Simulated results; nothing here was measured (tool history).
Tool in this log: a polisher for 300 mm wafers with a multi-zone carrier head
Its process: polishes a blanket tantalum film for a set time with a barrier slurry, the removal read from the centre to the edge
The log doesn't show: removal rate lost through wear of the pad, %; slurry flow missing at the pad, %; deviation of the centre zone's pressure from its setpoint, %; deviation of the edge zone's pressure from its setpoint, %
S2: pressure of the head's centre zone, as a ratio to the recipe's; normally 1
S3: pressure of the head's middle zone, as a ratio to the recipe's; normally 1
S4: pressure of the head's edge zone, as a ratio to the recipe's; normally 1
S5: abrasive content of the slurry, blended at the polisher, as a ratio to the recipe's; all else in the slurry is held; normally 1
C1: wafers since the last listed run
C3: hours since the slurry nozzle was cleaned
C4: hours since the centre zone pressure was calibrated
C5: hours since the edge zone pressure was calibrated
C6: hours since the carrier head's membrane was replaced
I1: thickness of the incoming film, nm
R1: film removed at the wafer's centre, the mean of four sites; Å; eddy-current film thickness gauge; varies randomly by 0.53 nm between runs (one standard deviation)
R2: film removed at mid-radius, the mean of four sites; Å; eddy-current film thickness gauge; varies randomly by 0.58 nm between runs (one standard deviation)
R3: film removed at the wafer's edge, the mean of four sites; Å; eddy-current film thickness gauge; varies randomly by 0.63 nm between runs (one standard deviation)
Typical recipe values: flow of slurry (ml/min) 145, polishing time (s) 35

Run 1, day 0: usual settings; C1 0; wafers polished on this pad 756; C3 261.3; C4 67.7; C5 664.3; C6 182.2; I1 431.1. Result: R1 444 Å, R2 455 Å, R3 444 Å.
Run 2, day 3.621: usual settings; C1 1707; wafers polished on this pad 2464; C3 348.2; C4 154.6; C5 751.2; C6 269.1; I1 426.2. Result: R1 439 Å, R2 444 Å, R3 426 Å.
At day 5.062: edge zone pressure recalibrated.
Run 3, day 5.983: usual settings; C1 1075; wafers polished on this pad 3539; C3 404.9; C4 211.3; C5 22.1; C6 325.8; I1 432.7. Result: R1 422 Å, R2 446 Å, R3 418 Å.
At day 8.654: worn pad replaced by a new one.
Run 4, day 8.675: usual settings but S3 0.92; C1 1191; wafers polished on this pad 10; C3 469.5; C4 275.9; C5 86.7; C6 390.4; I1 436.4. Result: R1 441 Å, R2 443 Å, R3 431 Å.
Run 5, day 11.796: usual settings but S3 0.92; C1 1472; wafers polished on this pad 1482; C3 544.4; C4 350.8; C5 161.6; C6 465.3; I1 422.1. Result: R1 444 Å, R2 437 Å, R3 425 Å.
At day 12.962: centre zone pressure recalibrated.
Run 6, day 13.429: usual settings but S4 0.92, polishing time (s) 32; C1 731; wafers polished on this pad 2213; C3 583.6; C4 11.2; C5 200.8; C6 504.5; I1 428.6. Result: R1 400 Å, R2 408 Å, R3 376 Å.
At day 15.408: slurry nozzle cleaned.
Run 7, day 17.221: usual settings but S4 0.92, polishing time (s) 32; C1 1768; wafers polished on this pad 3982; C3 43.5; C4 102.2; C5 291.8; C6 595.5; I1 428.9. Result: R1 380 Å, R2 399 Å, R3 357 Å.
At day 18.738: worn pad replaced by a new one.
Run 8, day 20.392: usual settings but S4 0.92, polishing time (s) 32; C1 1417; wafers polished on this pad 780; C3 119.6; C4 178.3; C5 367.9; C6 671.6; I1 434.2. Result: R1 410 Å, R2 415 Å, R3 381 Å.
Run 9, day 24.346: usual settings but flow of slurry (ml/min) 195, S2 0.95, S3 0.95, polishing time (s) 46; C1 1865; wafers polished on this pad 2645; C3 214.5; C4 273.2; C5 462.8; C6 766.5; I1 427.9. Result: R1 586 Å, R2 616 Å, R3 573 Å.
Run 10, day 26.908: usual settings but S2 1.05, polishing time (s) 32; C1 1208; wafers polished on this pad 3854; C3 276; C4 334.7; C5 524.3; C6 828; I1 431.1. Result: R1 406 Å, R2 394 Å, R3 387 Å.

Expected results for the next run?
At day 27.304: carrier head's membrane replaced by a new one.
At day 27.821: centre zone pressure recalibrated.
At day 28.871: worn pad replaced by a new one.
At day 31.467: edge zone pressure recalibrated.
Run 11, day 36.488: usual settings; C1 4262; wafers polished on this pad 3552; C3 505.9; C4 208; C5 120.5; C6 220.4; I1 430.6. Result: R1 ?, R2 ?, R3 ?.

R1: 425 Å
R2: 439 Å
R3: 413 Å
Take away the tool's hidden state, keep the run-to-run variation as it was, and the same run would have given R1 451 Å, R2 465 Å, R3 438 Å.
